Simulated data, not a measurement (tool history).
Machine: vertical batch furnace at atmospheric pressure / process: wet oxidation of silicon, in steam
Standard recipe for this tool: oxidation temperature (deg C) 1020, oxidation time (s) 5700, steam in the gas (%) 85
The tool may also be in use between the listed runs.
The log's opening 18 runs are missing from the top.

| run | hour | oxidation temperature (deg C) | oxidation time (s) | steam in the gas (%) | wafers since the last listed run | hours since the last temperature calibration | hours since the steam generator was serviced | hours since the gauge calibration | read-back reference wafer on the same gauge, thickness | oxide thickness on the monitor wafer (angstrom) |
|---|---|---|---|---|---|---|---|---|---|---|
| 19 | 1537.4 | 1007 | 7620 | 73 | 2068 | 3454.9 | 3926.1 | 1980.4 | 479.8 | 5970.9 |
|  | 1724.4 | steam generator serviced |
| 20 | 1728 | 1043 | 6810 | 81 | 2503 | 3645.5 | 3.6 | 2171 | 479.94 | 7398.4 |
| 21 | 1835.9 | 1020 | 5700 | 73 | 1621 | 3753.4 | 111.5 | 2278.9 | 479.75 | 5499.7 |
| 22 | 1922.6 | 1007 | 4410 | 85 | 1303 | 3840.1 | 198.2 | 2365.6 | 479.95 | 4719.9 |
| 23 | 1974.5 | 1020 | 5700 | 85 | 780 | 3892 | 250.1 | 2417.5 | 479.85 | 6032 |
| 24 | 2020.2 | 1000 | 7830 | 85 | 686 | 3937.7 | 295.8 | 2463.2 | 479.98 | 6557.8 |
|  | 2056.2 | thermocouples replaced and temperature profile calibrated |
| 25 | 2119.4 | 1020 | 5700 | 85 | 1130 | 63.2 | 395 | 2562.4 | 480.01 | 5904.9 |
| 26 | 2204.8 | 1044 | 3090 | 94 | 1283 | 148.6 | 480.4 | 2647.8 | 479.98 | 4928 |
|  | 2218.3 | gauge calibrated |
| 27 | 2304.2 | 1006 | 4830 | 89 | 1493 | 248 | 579.8 | 85.9 | 480.22 | 5014.9 |
| 28 | 2388.6 | 1020 | 5700 | 73 | 1268 | 332.4 | 664.2 | 170.3 | 479.92 | 5376.4 |
| 29 | 2457.4 | 1043 | 7560 | 93 | 1034 | 401.2 | 733 | 239.1 | 480 | 8309.6 |
| 30 | 2518.4 | 1020 | 6810 | 82 | 916 | 462.2 | 794 | 300.1 | 479.91 | 6467.6 |
| 31 | 2600.6 | 1020 | 7590 | 80 | 1235 | 544.4 | 876.2 | 382.3 | 480.11 | 6790 |
| 32 | 2702 | 1013 | 5700 | 89 | 1523 | 645.8 | 977.6 | 483.7 | 479.96 | 5835.5 |
| 33 | 2802.4 | 1020 | 5700 | 94 | 1508 | 746.2 | 1078 | 584.1 | 479.88 | 6279.1 |
| 34 | 2895.4 | 1020 | 5700 | 85 | 1397 | 839.2 | 1171 | 677.1 | 479.96 | 5885.7 |
| 35 | 2966 | 1012 | 7410 | 96 | 1061 | 909.8 | 1241.6 | 747.7 | 479.94 | 7171.8 |
| 36 | 3067.3 | 1020 | 4620 | 74 | 1522 | 1011.1 | 1342.9 | 849 | 479.71 | 4745.4 |
| 37 | 3130 | 1000 | 8190 | 90 | 942 | 1073.8 | 1405.6 | 911.7 | 479.84 | 6827.3 |
| 38 | 3234.8 | 1020 | 5700 | 91 | 1575 | 1178.6 | 1510.4 | 1016.5 | 479.98 | 6171.7 |

Each row is a separate what-if for the run after 38, all from the same tool condition, not one after another. Results?
| A | 3239.6 | 1043 | 5700 | 85 | 72 | 1183.4 | 1515.2 | 1021.3 | ? | ? |
| B | 3239.6 | 1020 | 3720 | 95 | 72 | 1183.4 | 1515.2 | 1021.3 | ? | ? |
| C | 3239.6 | 1035 | 4830 | 85 | 72 | 1183.4 | 1515.2 | 1021.3 | ? | ? |
| D | 3239.6 | 1038 | 2940 | 85 | 72 | 1183.4 | 1515.2 | 1021.3 | ? | ? |

| run | read-back reference wafer on the same gauge, thickness | oxide thickness on the monitor wafer (angstrom) |
|---|---|---|
| A | 479.78 | 6661.4 |
| B | 479.78 | 4823.2 |
| C | 479.78 | 5782.1 |
| D | 479.78 | 4309.8 |
Take away the tool's hidden state, keep each run's random variation, and the runs would have read:
| run | oxide thickness on the monitor wafer (angstrom) |
|---|---|
| A | 6728.2 |
| B | 4865.4 |
| C | 5837.4 |
| D | 4348.7 |
